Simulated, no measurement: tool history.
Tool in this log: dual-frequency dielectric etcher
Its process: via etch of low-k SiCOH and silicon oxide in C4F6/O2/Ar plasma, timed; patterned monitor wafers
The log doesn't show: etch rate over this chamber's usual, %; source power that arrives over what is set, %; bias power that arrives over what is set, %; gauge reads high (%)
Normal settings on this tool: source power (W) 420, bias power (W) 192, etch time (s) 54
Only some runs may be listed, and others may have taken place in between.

run	hour	source power (W)	bias power (W)	etch time (s)	wafers since the last listed run	hours since the last wet clean	hours since the last source power generator calibration	hours since the last bias power generator calibration	hours since the last upper electrode change	hours since the gauge calibration	read-back reference wafer on the same gauge, depth_nm	mean etch depth across the wafer (Å)
1	0	420	192	54	0	272.5	3150.7	5104.5	5678.3	19.4	154.9	1474
2	12.7	420	213	54	114	285.2	3163.4	5117.2	5691	32.1	155.1	1533
3	21.2	420	213	54	76	293.7	3171.9	5125.7	5699.5	40.6	155	1528
4	29.7	420	213	54	76	302.2	3180.4	5134.2	5708	49.1	155	1520
5	40.2	420	192	54	94	312.7	3190.9	5144.7	5718.5	59.6	155.2	1461
6	51.3	420	192	54	99	323.8	3202	5155.8	5729.6	70.7	155.1	1461
7	61.6	340	169	54	92	334.1	3212.3	5166.1	5739.9	81	155	1305
# hour 100.8: wet clean of the chamber
8	101.3	350	168	47.5	141	0.5	3252	5205.8	5779.6	120.7	155	1202
9	101.7	480	192	66.5	3	0.9	3252.4	5206.2	5780	121.1	155	1916
10	105.3	420	192	54	32	4.5	3256	5209.8	5783.6	124.7	155	1509
11	115.6	460	192	40	92	14.8	3266.3	5220.1	5793.9	135	155.1	1136
# hour 120.5: source power generator calibrated
12	122.9	420	206	69	29	22.1	2.4	5227.4	5801.2	142.3	155	1985
13	135.3	420	192	54	111	34.5	14.8	5239.8	5813.6	154.7	154.9	1505
14	143.9	420	192	39.5	77	43.1	23.4	5248.4	5822.2	163.3	155.1	1100
15	157.2	500	162	54	119	56.4	36.7	5261.7	5835.5	176.6	155.1	1451
# hour 162.7: bias power generator calibrated
# hour 191.5: upper electrode replaced
16	192	420	192	54	61	91.2	71.5	29.3	0.5	211.4	155	1491
17	192.3	490	192	59	2	91.5	71.8	29.6	0.8	211.7	155	1697
18	207.4	420	192	54	135	106.6	86.9	44.7	15.9	226.8	155.1	1494
19	219.1	360	146	63.5	105	118.3	98.6	56.4	27.6	238.5	155.1	1493
20	234.1	370	192	54	134	133.3	113.6	71.4	42.6	253.5	154.8	1445
21	241	420	192	59.5	62	140.2	120.5	78.3	49.5	260.4	155.1	1641
22	256.6	420	192	48	140	155.8	136.1	93.9	65.1	276	155	1324
23	266	360	192	41.5	84	165.2	145.5	103.3	74.5	285.4	154.9	1102
24	275.4	420	229	62	84	174.6	154.9	112.7	83.9	294.8	154.9	1837
25	290.7	420	212	44.5	137	189.9	170.2	128	99.2	310.1	155	1272
26	301.6	420	219	54	98	200.8	181.1	138.9	110.1	321	155.2	1569
27	318.9	360	163	48.5	155	218.1	198.4	156.2	127.4	338.3	155	1188
28	327.9	420	192	54	80	227.1	207.4	165.2	136.4	347.3	155	1468
29	337.6	340	169	41.5	87	236.8	217.1	174.9	146.1	357	155	1019
30	348.6	480	213	54	98	247.8	228.1	185.9	157.1	368	155	1590

Predict each of these 4 candidate next runs independently; none follows another, all start after run 30:
A	349	420	192	54	3	248.2	228.5	186.3	157.5	368.4	?	?
B	349	510	192	54	3	248.2	228.5	186.3	157.5	368.4	?	?
C	349	420	153	54	3	248.2	228.5	186.3	157.5	368.4	?	?
D	349	420	220	49.5	3	248.2	228.5	186.3	157.5	368.4	?	?

run	read-back reference wafer on the same gauge, depth_nm	mean etch depth across the wafer (Å)
A	155	1456
B	155	1528
C	155	1316
D	155	1417
Take away the tool's hidden state, keep each run's random variation, and the runs would have read:
run	mean etch depth across the wafer (Å)
A	1489
B	1562
C	1345
D	1449
